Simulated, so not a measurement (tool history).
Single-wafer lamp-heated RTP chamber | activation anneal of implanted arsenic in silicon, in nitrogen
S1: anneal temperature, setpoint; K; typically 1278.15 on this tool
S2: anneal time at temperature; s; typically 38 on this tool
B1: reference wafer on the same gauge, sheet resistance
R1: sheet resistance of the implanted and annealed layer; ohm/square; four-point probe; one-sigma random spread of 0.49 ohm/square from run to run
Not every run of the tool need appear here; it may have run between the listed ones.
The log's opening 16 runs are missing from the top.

run	hour	S1	S2	B1	R1
17	1177.9	1255.15	38	134.72	148.39
# hour 1250.1: reflector plate cleaned
18	1260.7	1258.15	38	135.07	147.17
19	1324.8	1278.15	38	134.96	128.99
# hour 1476.6: pyrometer window cleaned and pyrometer calibrated
20	1547.4	1261.15	26	135.26	156.28
21	1642.7	1293.15	27	135.68	127.03
22	1743.7	1268.15	30	135.56	144.81
23	1804.2	1294.15	16	135.83	142.02
# hour 1841.7: reflector plate cleaned
24	1848.7	1248.15	32	136	164.19
25	1955.1	1289.15	58	136.22	112.85
# hour 1969.7: pyrometer window cleaned and pyrometer calibrated
26	2010.5	1299.15	22	136.59	128.6
27	2107.1	1304.15	32	136.65	117.17
# hour 2122.1: gauge calibrated
28	2183.2	1288.15	56	133.83	111.28
29	2257	1256.15	38	133.6	147.29
30	2318.4	1295.15	21	133.84	130.88
# hour 2374.8: reflector plate cleaned
31	2412.3	1264.15	47	133.78	132.58
32	2470.3	1262.15	56	133.53	129.13

The next listed run, before its measurement:
# hour 2508: pyrometer window cleaned and pyrometer calibrated
33	2562.7	1302.15	28	?	?

Run 33 produced B1 133.78, R1 117.93 ohm/square.
On a tool with no hidden condition, and with the same random variation, this run would have come out at R1 117.99 ohm/square.

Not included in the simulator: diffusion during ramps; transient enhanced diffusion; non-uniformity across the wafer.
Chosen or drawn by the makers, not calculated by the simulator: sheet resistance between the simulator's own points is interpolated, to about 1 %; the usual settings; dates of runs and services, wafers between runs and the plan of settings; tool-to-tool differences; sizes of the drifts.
